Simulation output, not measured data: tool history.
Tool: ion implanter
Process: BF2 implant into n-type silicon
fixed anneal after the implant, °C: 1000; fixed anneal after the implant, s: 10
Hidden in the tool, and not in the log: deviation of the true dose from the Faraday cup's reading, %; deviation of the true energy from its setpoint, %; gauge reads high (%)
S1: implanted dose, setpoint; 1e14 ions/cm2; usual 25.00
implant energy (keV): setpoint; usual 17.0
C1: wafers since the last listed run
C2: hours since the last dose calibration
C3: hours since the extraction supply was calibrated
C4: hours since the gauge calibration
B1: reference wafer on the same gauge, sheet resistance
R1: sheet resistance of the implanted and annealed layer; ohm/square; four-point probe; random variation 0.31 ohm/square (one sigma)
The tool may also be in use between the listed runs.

{"run": 1, "day": 0.0, "S1": 25.0, "implant energy (keV)": 17.0, "C1": 0, "C2": 948.3, "C3": 4178.6, "C4": 10.9, "B1": 183.22, "R1": 209.49}
{"run": 2, "day": 1.538, "S1": 25.0, "implant energy (keV)": 17.0, "C1": 926, "C2": 985.2, "C3": 4215.5, "C4": 47.8, "B1": 183.05, "R1": 209.94}
{"run": 3, "day": 4.967, "S1": 25.0, "implant energy (keV)": 17.0, "C1": 2066, "C2": 1067.5, "C3": 4297.8, "C4": 130.1, "B1": 182.66, "R1": 209.44}
{"run": 4, "day": 8.146, "S1": 19.65, "implant energy (keV)": 17.0, "C1": 1915, "C2": 1143.8, "C3": 4374.1, "C4": 206.4, "B1": 182.39, "R1": 214.88}
{"run": 5, "day": 11.542, "S1": 25.0, "implant energy (keV)": 19.5, "C1": 2046, "C2": 1225.3, "C3": 4455.6, "C4": 287.9, "B1": 182.07, "R1": 194.95}
{"run": 6, "day": 14.704, "S1": 25.0, "implant energy (keV)": 19.5, "C1": 1905, "C2": 1301.2, "C3": 4531.5, "C4": 363.8, "B1": 181.73, "R1": 194.62}
{"run": 7, "day": 16.442, "S1": 25.0, "implant energy (keV)": 19.5, "C1": 1046, "C2": 1342.9, "C3": 4573.2, "C4": 405.5, "B1": 181.42, "R1": 194.23}
{"run": 8, "day": 20.279, "S1": 25.0, "implant energy (keV)": 17.0, "C1": 2312, "C2": 1435.0, "C3": 4665.3, "C4": 497.6, "B1": 181.06, "R1": 208.05}
{"run": 9, "day": 23.517, "S1": 22.92, "implant energy (keV)": 17.0, "C1": 1950, "C2": 1512.7, "C3": 4743.0, "C4": 575.3, "B1": 180.66, "R1": 209.48}
{"run": 10, "day": 27.879, "S1": 18.19, "implant energy (keV)": 22.5, "C1": 2628, "C2": 1617.4, "C3": 4847.7, "C4": 680.0, "B1": 180.35, "R1": 184.47}
{"day": 28.375, "done": "extraction supply calibrated"}
{"day": 29.842, "done": "gauge calibrated"}
{"run": 11, "day": 29.892, "S1": 30.19, "implant energy (keV)": 19.5, "C1": 1011, "C2": 1665.7, "C3": 36.4, "C4": 1.2, "B1": 183.14, "R1": 192.69}
{"run": 12, "day": 33.729, "S1": 25.0, "implant energy (keV)": 17.0, "C1": 2312, "C2": 1757.8, "C3": 128.5, "C4": 93.3, "B1": 182.8, "R1": 209.73}
{"day": 37.146, "done": "Faraday cup replaced and dose calibrated"}
{"run": 13, "day": 37.75, "S1": 27.55, "implant energy (keV)": 22.0, "C1": 2221, "C2": 14.5, "C3": 225.0, "C4": 189.8, "B1": 182.36, "R1": 181.78}
{"run": 14, "day": 41.85, "S1": 25.0, "implant energy (keV)": 17.0, "C1": 2470, "C2": 112.9, "C3": 323.4, "C4": 288.2, "B1": 182.04, "R1": 208.66}
{"run": 15, "day": 43.988, "S1": 28.86, "implant energy (keV)": 17.0, "C1": 1287, "C2": 164.2, "C3": 374.7, "C4": 339.5, "B1": 181.84, "R1": 205.35}
{"run": 16, "day": 47.1, "S1": 25.0, "implant energy (keV)": 17.0, "C1": 1875, "C2": 238.9, "C3": 449.4, "C4": 414.2, "B1": 181.43, "R1": 207.71}
{"run": 17, "day": 49.812, "S1": 18.27, "implant energy (keV)": 13.0, "C1": 1634, "C2": 304.0, "C3": 514.5, "C4": 479.3, "B1": 181.24, "R1": 244.9}

Forecast each of these 5 alternatives for the next run:
{"run": "A", "day": 49.829, "S1": 29.41, "implant energy (keV)": 17.0, "C1": 10, "C2": 304.4, "C3": 514.9, "C4": 479.7, "B1": "?", "R1": "?"}
{"run": "B", "day": 49.829, "S1": 17.88, "implant energy (keV)": 12.0, "C1": 10, "C2": 304.4, "C3": 514.9, "C4": 479.7, "B1": "?", "R1": "?"}
{"run": "C", "day": 49.829, "S1": 27.19, "implant energy (keV)": 12.5, "C1": 10, "C2": 304.4, "C3": 514.9, "C4": 479.7, "B1": "?", "R1": "?"}
{"run": "D", "day": 49.829, "S1": 21.76, "implant energy (keV)": 15.5, "C1": 10, "C2": 304.4, "C3": 514.9, "C4": 479.7, "B1": "?", "R1": "?"}
{"run": "E", "day": 49.829, "S1": 27.73, "implant energy (keV)": 20.5, "C1": 10, "C2": 304.4, "C3": 514.9, "C4": 479.7, "B1": "?", "R1": "?"}

run=A B1=181.11 R1=203.81
run=B B1=181.11 R1=254.73
run=C B1=181.11 R1=237.71
run=D B1=181.11 R1=220.61
run=E B1=181.11 R1=186.75
Without the tool's hidden state the same runs would have given:
run=A R1=205.86
run=B R1=257.29
run=C R1=240.10
run=D R1=222.83
run=E R1=188.63
